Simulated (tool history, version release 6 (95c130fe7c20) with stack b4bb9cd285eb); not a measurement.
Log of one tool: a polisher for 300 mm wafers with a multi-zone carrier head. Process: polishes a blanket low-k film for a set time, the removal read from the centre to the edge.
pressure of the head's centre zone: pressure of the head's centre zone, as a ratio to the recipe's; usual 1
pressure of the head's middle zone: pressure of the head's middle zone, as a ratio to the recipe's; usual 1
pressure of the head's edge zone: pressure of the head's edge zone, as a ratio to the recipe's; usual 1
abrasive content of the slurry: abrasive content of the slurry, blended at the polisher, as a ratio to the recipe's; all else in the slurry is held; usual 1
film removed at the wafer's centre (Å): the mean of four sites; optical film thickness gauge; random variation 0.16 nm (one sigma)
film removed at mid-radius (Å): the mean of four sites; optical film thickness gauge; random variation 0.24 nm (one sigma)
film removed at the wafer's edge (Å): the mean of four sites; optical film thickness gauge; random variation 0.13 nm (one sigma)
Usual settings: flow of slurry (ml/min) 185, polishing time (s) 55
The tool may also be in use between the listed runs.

run,hour,flow of slurry (ml/min),pressure of the head's centre zone,pressure of the head's middle zone,pressure of the head's edge zone,abrasive content of the slurry,polishing time (s),wafers since the last listed run,wafers polished on this pad,hours since the slurry nozzle was cleaned,hours since the centre zone pressure was calibrated,hours since the edge zone pressure was calibrated,hours since the carrier head's membrane was replaced,"incoming thickness of the incoming film, nm",film removed at the wafer's centre (Å),film removed at mid-radius (Å),film removed at the wafer's edge (Å)
1,0,170,1,1,1,1,55,0,810,660.5,1161.2,1338.8,1800.1,579.5,168,166,172
2,11.9,170,1,1,1,1,55,165,976,672.4,1173.1,1350.7,1812,573.2,168,165,169
3,25.3,170,1,1,1,1,55,186,1163,685.8,1186.5,1364.1,1825.4,569.8,166,159,168
# hour 32.1: worn pad replaced by a new one
4,40.3,185,1,1,1,1,55,153,113,700.8,1201.5,1379.1,1840.4,573,181,174,177
5,49.4,185,1,1,1,1.2,55,126,240,709.9,1210.6,1388.2,1849.5,584.2,191,185,188
6,65.3,185,1,1,1,1.2,55,221,462,725.8,1226.5,1404.1,1865.4,581,187,180,188
7,74.8,185,1,1,1.03,1,55,132,594,735.3,1236,1413.6,1874.9,589.3,172,170,175
# hour 83.8: carrier head's membrane replaced by a new one
# hour 86.6: centre zone pressure recalibrated
# hour 93.6: edge zone pressure recalibrated
# hour 98.4: slurry nozzle cleaned
8,108.9,235,1,1,1.06,0.85,67,336,930,10.5,22.3,15.3,25.1,582.3,201,202,206
9,125.1,185,1,1,1,1,44,225,1156,26.7,38.5,31.5,41.3,578,134,132,134
10,139.9,185,1,1,1,1,48,206,1363,41.5,53.3,46.3,56.1,577.6,147,143,144
# hour 148.4: worn pad replaced by a new one
11,154.2,185,1.11,1.07,1,1,55,143,81,55.8,67.6,60.6,70.4,581.9,199,181,178
12,160.8,235,1,1,1.06,0.85,67,92,173,62.4,74.2,67.2,77,581.9,209,209,211
13,178.6,230,1,1.08,1,1,67,248,421,80.2,92,85,94.8,574.6,221,227,220
14,186.4,230,1,1.06,1,1,62,108,530,88,99.8,92.8,102.6,571.5,209,205,206

Some steps in film removed at the wafer's centre (Å) between neighbouring runs. How much of each would the tool show without its hidden state too (settings, what came in, random variation), and how much is left for the hidden state, with any gauge scatter that isn't in both results?
The hidden state here: removal rate lost through wear of the pad, %; slurry flow missing at the pad, %; deviation of the centre zone's pressure from its setpoint, %; deviation of the edge zone's pressure from its setpoint, %.
Run 8 -> 9: flow of slurry (ml/min) 235 -> 185, pressure of the head's edge zone 1.06 -> 1, abrasive content of the slurry 0.85 -> 1, polishing time (s) 67 -> 44. film removed at the wafer's centre (Å) -67: hidden state +2, all else -69.
Run 10 -> 11: pressure of the head's centre zone 1 -> 1.11, pressure of the head's middle zone 1 -> 1.07, polishing time (s) 48 -> 55, worn pad replaced by a new one. film removed at the wafer's centre (Å) +52: hidden state +10, all else +42.
